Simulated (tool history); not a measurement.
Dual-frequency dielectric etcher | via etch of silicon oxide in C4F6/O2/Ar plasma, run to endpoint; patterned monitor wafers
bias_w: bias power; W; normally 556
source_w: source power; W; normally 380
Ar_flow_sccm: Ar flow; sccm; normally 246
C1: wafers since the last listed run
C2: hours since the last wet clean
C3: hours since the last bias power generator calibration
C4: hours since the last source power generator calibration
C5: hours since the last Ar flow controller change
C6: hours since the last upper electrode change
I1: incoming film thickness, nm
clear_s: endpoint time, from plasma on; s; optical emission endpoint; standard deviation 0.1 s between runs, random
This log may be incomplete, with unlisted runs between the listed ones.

{"run": 1, "day": 0.0, "bias_w": 556, "source_w": 430, "Ar_flow_sccm": 246, "C1": 0, "C2": 16.3, "C3": 532.7, "C4": 3098.1, "C5": 1958.0, "C6": 3757.8, "I1": 158.3, "clear_s": 33.1}
{"run": 2, "day": 3.662, "bias_w": 556, "source_w": 430, "Ar_flow_sccm": 246, "C1": 1324, "C2": 104.2, "C3": 620.6, "C4": 3186.0, "C5": 2045.9, "C6": 3845.7, "I1": 156.0, "clear_s": 32.7}
{"run": 3, "day": 6.258, "bias_w": 556, "source_w": 380, "Ar_flow_sccm": 272, "C1": 938, "C2": 166.5, "C3": 682.9, "C4": 3248.3, "C5": 2108.2, "C6": 3908.0, "I1": 156.6, "clear_s": 34.9}
{"run": 4, "day": 10.267, "bias_w": 556, "source_w": 380, "Ar_flow_sccm": 272, "C1": 1449, "C2": 262.7, "C3": 779.1, "C4": 3344.5, "C5": 2204.4, "C6": 4004.2, "I1": 157.7, "clear_s": 35.2}
{"day": 11.188, "done": "source power generator calibrated"}
{"run": 5, "day": 23.688, "bias_w": 556, "source_w": 380, "Ar_flow_sccm": 246, "C1": 4791, "C2": 584.8, "C3": 1101.2, "C4": 300.0, "C5": 2526.5, "C6": 4326.3, "I1": 159.9, "clear_s": 35.0}
{"run": 6, "day": 25.433, "bias_w": 556, "source_w": 380, "Ar_flow_sccm": 246, "C1": 631, "C2": 626.7, "C3": 1143.1, "C4": 341.9, "C5": 2568.4, "C6": 4368.2, "I1": 156.5, "clear_s": 34.5}
{"run": 7, "day": 27.267, "bias_w": 556, "source_w": 380, "Ar_flow_sccm": 293, "C1": 662, "C2": 670.7, "C3": 1187.1, "C4": 385.9, "C5": 2612.4, "C6": 4412.2, "I1": 158.1, "clear_s": 35.8}
{"run": 8, "day": 30.254, "bias_w": 434, "source_w": 340, "Ar_flow_sccm": 194, "C1": 1080, "C2": 742.4, "C3": 1258.8, "C4": 457.6, "C5": 2684.1, "C6": 4483.9, "I1": 157.5, "clear_s": 38.5}
{"run": 9, "day": 32.771, "bias_w": 556, "source_w": 380, "Ar_flow_sccm": 246, "C1": 909, "C2": 802.8, "C3": 1319.2, "C4": 518.0, "C5": 2744.5, "C6": 4544.3, "I1": 157.1, "clear_s": 34.5}
{"run": 10, "day": 35.125, "bias_w": 556, "source_w": 410, "Ar_flow_sccm": 246, "C1": 851, "C2": 859.3, "C3": 1375.7, "C4": 574.5, "C5": 2801.0, "C6": 4600.8, "I1": 157.3, "clear_s": 33.7}
{"day": 37.383, "done": "wet clean of the chamber"}
{"run": 11, "day": 38.542, "bias_w": 556, "source_w": 380, "Ar_flow_sccm": 230, "C1": 873, "C2": 27.8, "C3": 1457.7, "C4": 656.5, "C5": 2883.0, "C6": 4682.8, "I1": 156.8, "clear_s": 34.0}
{"day": 41.4, "done": "upper electrode replaced"}
{"run": 12, "day": 42.6, "bias_w": 556, "source_w": 410, "Ar_flow_sccm": 246, "C1": 1105, "C2": 125.2, "C3": 1555.1, "C4": 753.9, "C5": 2980.4, "C6": 28.8, "I1": 158.5, "clear_s": 34.0}
{"run": 13, "day": 44.308, "bias_w": 556, "source_w": 410, "Ar_flow_sccm": 278, "C1": 617, "C2": 166.2, "C3": 1596.1, "C4": 794.9, "C5": 3021.4, "C6": 69.8, "I1": 158.8, "clear_s": 34.8}
{"run": 14, "day": 47.529, "bias_w": 510, "source_w": 290, "Ar_flow_sccm": 267, "C1": 1164, "C2": 243.5, "C3": 1673.4, "C4": 872.2, "C5": 3098.7, "C6": 147.1, "I1": 158.1, "clear_s": 40.7}
{"day": 48.579, "done": "Ar flow controller replaced"}
{"run": 15, "day": 49.692, "bias_w": 654, "source_w": 330, "Ar_flow_sccm": 224, "C1": 691, "C2": 295.4, "C3": 1725.3, "C4": 924.1, "C5": 26.7, "C6": 199.0, "I1": 156.3, "clear_s": 32.6}
{"run": 16, "day": 52.317, "bias_w": 499, "source_w": 380, "Ar_flow_sccm": 246, "C1": 948, "C2": 358.4, "C3": 1788.3, "C4": 987.1, "C5": 89.7, "C6": 262.0, "I1": 156.2, "clear_s": 35.5}
{"run": 17, "day": 56.2, "bias_w": 556, "source_w": 380, "Ar_flow_sccm": 221, "C1": 1403, "C2": 451.6, "C3": 1881.5, "C4": 1080.3, "C5": 182.9, "C6": 355.2, "I1": 157.6, "clear_s": 33.7}
{"day": 57.417, "done": "bias power generator calibrated"}
{"run": 18, "day": 59.883, "bias_w": 556, "source_w": 380, "Ar_flow_sccm": 246, "C1": 1271, "C2": 540.0, "C3": 59.2, "C4": 1168.7, "C5": 271.3, "C6": 443.6, "I1": 158.4, "clear_s": 34.2}
{"run": 19, "day": 63.488, "bias_w": 556, "source_w": 380, "Ar_flow_sccm": 246, "C1": 1302, "C2": 626.5, "C3": 145.7, "C4": 1255.2, "C5": 357.8, "C6": 530.1, "I1": 157.9, "clear_s": 34.2}
{"run": 20, "day": 66.2, "bias_w": 638, "source_w": 380, "Ar_flow_sccm": 246, "C1": 980, "C2": 691.6, "C3": 210.8, "C4": 1320.3, "C5": 422.9, "C6": 595.2, "I1": 156.4, "clear_s": 31.9}
{"run": 21, "day": 68.033, "bias_w": 556, "source_w": 430, "Ar_flow_sccm": 246, "C1": 662, "C2": 735.6, "C3": 254.8, "C4": 1364.3, "C5": 466.9, "C6": 639.2, "I1": 157.3, "clear_s": 32.6}
{"day": 69.271, "done": "wet clean of the chamber"}
{"run": 22, "day": 70.379, "bias_w": 622, "source_w": 300, "Ar_flow_sccm": 246, "C1": 486, "C2": 26.6, "C3": 311.1, "C4": 1420.6, "C5": 523.2, "C6": 695.5, "I1": 156.6, "clear_s": 35.0}
{"run": 23, "day": 72.962, "bias_w": 556, "source_w": 440, "Ar_flow_sccm": 246, "C1": 933, "C2": 88.6, "C3": 373.1, "C4": 1482.6, "C5": 585.2, "C6": 757.5, "I1": 157.9, "clear_s": 32.6}
{"run": 24, "day": 77.196, "bias_w": 638, "source_w": 380, "Ar_flow_sccm": 246, "C1": 1530, "C2": 190.2, "C3": 474.7, "C4": 1584.2, "C5": 686.8, "C6": 859.1, "I1": 155.2, "clear_s": 31.6}
{"run": 25, "day": 90.208, "bias_w": 556, "source_w": 310, "Ar_flow_sccm": 286, "C1": 4704, "C2": 502.5, "C3": 787.0, "C4": 1896.5, "C5": 999.1, "C6": 1171.4, "I1": 157.6, "clear_s": 37.8}
{"run": 26, "day": 93.342, "bias_w": 632, "source_w": 280, "Ar_flow_sccm": 216, "C1": 1132, "C2": 577.7, "C3": 862.2, "C4": 1971.7, "C5": 1074.3, "C6": 1246.6, "I1": 157.6, "clear_s": 35.0}
{"run": 27, "day": 96.508, "bias_w": 556, "source_w": 380, "Ar_flow_sccm": 286, "C1": 1144, "C2": 653.7, "C3": 938.2, "C4": 2047.7, "C5": 1150.3, "C6": 1322.6, "I1": 158.1, "clear_s": 35.3}
{"run": 28, "day": 100.025, "bias_w": 630, "source_w": 380, "Ar_flow_sccm": 192, "C1": 1271, "C2": 738.1, "C3": 1022.6, "C4": 2132.1, "C5": 1234.7, "C6": 1407.0, "I1": 158.6, "clear_s": 31.2}
{"day": 102.717, "done": "wet clean of the chamber"}
{"run": 29, "day": 102.812, "bias_w": 471, "source_w": 440, "Ar_flow_sccm": 193, "C1": 646, "C2": 2.3, "C3": 1089.5, "C4": 2199.0, "C5": 1301.6, "C6": 1473.9, "I1": 157.2, "clear_s": 33.3}

Below are 4 alternative next runs, each starting from the tool's condition after run 29. Predict each:
{"run": "A", "day": 102.829, "bias_w": 556, "source_w": 380, "Ar_flow_sccm": 246, "C1": 6, "C2": 2.7, "C3": 1089.9, "C4": 2199.4, "C5": 1302.0, "C6": 1474.3, "I1": 158.0, "clear_s": "?"}
{"run": "B", "day": 102.829, "bias_w": 472, "source_w": 380, "Ar_flow_sccm": 246, "C1": 6, "C2": 2.7, "C3": 1089.9, "C4": 2199.4, "C5": 1302.0, "C6": 1474.3, "I1": 158.0, "clear_s": "?"}
{"run": "C", "day": 102.829, "bias_w": 469, "source_w": 450, "Ar_flow_sccm": 267, "C1": 6, "C2": 2.7, "C3": 1089.9, "C4": 2199.4, "C5": 1302.0, "C6": 1474.3, "I1": 158.0, "clear_s": "?"}
{"run": "D", "day": 102.829, "bias_w": 519, "source_w": 380, "Ar_flow_sccm": 296, "C1": 6, "C2": 2.7, "C3": 1089.9, "C4": 2199.4, "C5": 1302.0, "C6": 1474.3, "I1": 158.0, "clear_s": "?"}

run=A clear_s=34.3
run=B clear_s=36.9
run=C clear_s=35.3
run=D clear_s=36.5
Take away the tool's hidden state, keep each run's random variation, and the runs would have read:
run=A clear_s=34.2
run=B clear_s=36.8
run=C clear_s=35.3
run=D clear_s=36.4
